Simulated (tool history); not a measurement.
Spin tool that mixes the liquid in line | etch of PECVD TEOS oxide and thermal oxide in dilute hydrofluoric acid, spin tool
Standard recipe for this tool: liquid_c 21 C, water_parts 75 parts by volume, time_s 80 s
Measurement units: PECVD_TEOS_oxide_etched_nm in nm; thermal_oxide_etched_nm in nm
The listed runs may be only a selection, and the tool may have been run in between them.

run	hour	liquid_c	water_parts	time_s	read-back film thickness of the PECVD TEOS oxide reference wafer, read on the same gauge (nm)	read-back film thickness of the thermal oxide reference wafer, read on the same gauge (nm)	PECVD_TEOS_oxide_etched_nm	thermal_oxide_etched_nm
1	0	21	105	80	140.01	120.07	18.94	2.902
2	57.6	21	75	80	140	120.017	27.84	4.245
3	111.3	21	75	80	139.99	120.006	27.29	4.285
4	182.1	26	115	65	139.96	119.993	16.91	2.606
# hour 215.8: gauge calibrated
5	224.9	17	75	30	139.99	119.976	8.69	1.333
6	294.6	24	85	95	139.97	119.998	32.3	4.911
# hour 300.4: thermometer replaced
7	359.9	23	105	80	140.03	119.988	21.95	3.336
8	414.8	21	75	80	139.98	119.988	29	4.476
9	456.8	24.5	75	45	140	119.998	18.9	2.869
10	508.6	19.5	60	80	139.99	120.014	35.01	5.399
11	555	21	75	50	139.98	119.944	18.32	2.855
12	617.7	21	100	80	139.97	119.945	21.69	3.248
# hour 662: hydrofluoric acid flow meter replaced
13	677	21	75	80	139.98	119.978	29.55	4.503
14	712.7	18.5	50	30	140.01	120.019	15.22	2.356
15	743.2	21	75	80	140	119.992	29.55	4.626
16	779.5	23.5	55	80	139.99	119.991	46.26	6.986
# hour 821.8: thermometer replaced, repeated, since the last time left the tool worse
17	838.9	17	75	80	140	120.023	22.28	3.379
18	903.7	17.5	75	80	139.98	119.989	22.76	3.469
19	934.5	19.5	60	80	139.99	120.023	31.1	4.904
20	996.3	21	35	105	139.94	119.974	78.5	11.851
21	1037.6	21	75	105	140.02	119.994	34.84	5.259
22	1107.7	19	65	125	139.99	120.022	44.98	6.816
23	1174.3	21	75	80	139.99	120.03	26.33	4.045
24	1243.8	23.5	95	95	140.02	120.04	26.82	4.15
25	1296.7	23.5	95	95	139.99	120.018	27.04	4.123

Forecast each of these 5 alternatives for the next run:
A	1297.1	21	40	80	?	?	?	?
B	1297.1	21	75	40	?	?	?	?
C	1297.1	21	75	60	?	?	?	?
D	1297.1	24.5	75	80	?	?	?	?
E	1297.1	19.5	45	100	?	?	?	?

run	read-back film thickness of the PECVD TEOS oxide reference wafer, read on the same gauge (nm)	read-back film thickness of the thermal oxide reference wafer, read on the same gauge (nm)	PECVD_TEOS_oxide_etched_nm	thermal_oxide_etched_nm
A	140.02	119.978	53.11	8.013
B	140.02	119.978	13.56	2.046
C	140.02	119.978	20.34	3.069
D	140.02	119.978	31.26	4.717
E	140.02	119.978	55.03	8.304
With no hidden state in the tool, these same runs would have given:
run	PECVD_TEOS_oxide_etched_nm	thermal_oxide_etched_nm
A	51.65	7.793
B	13.2	1.991
C	19.8	2.987
D	30.45	4.594
E	53.5	8.073
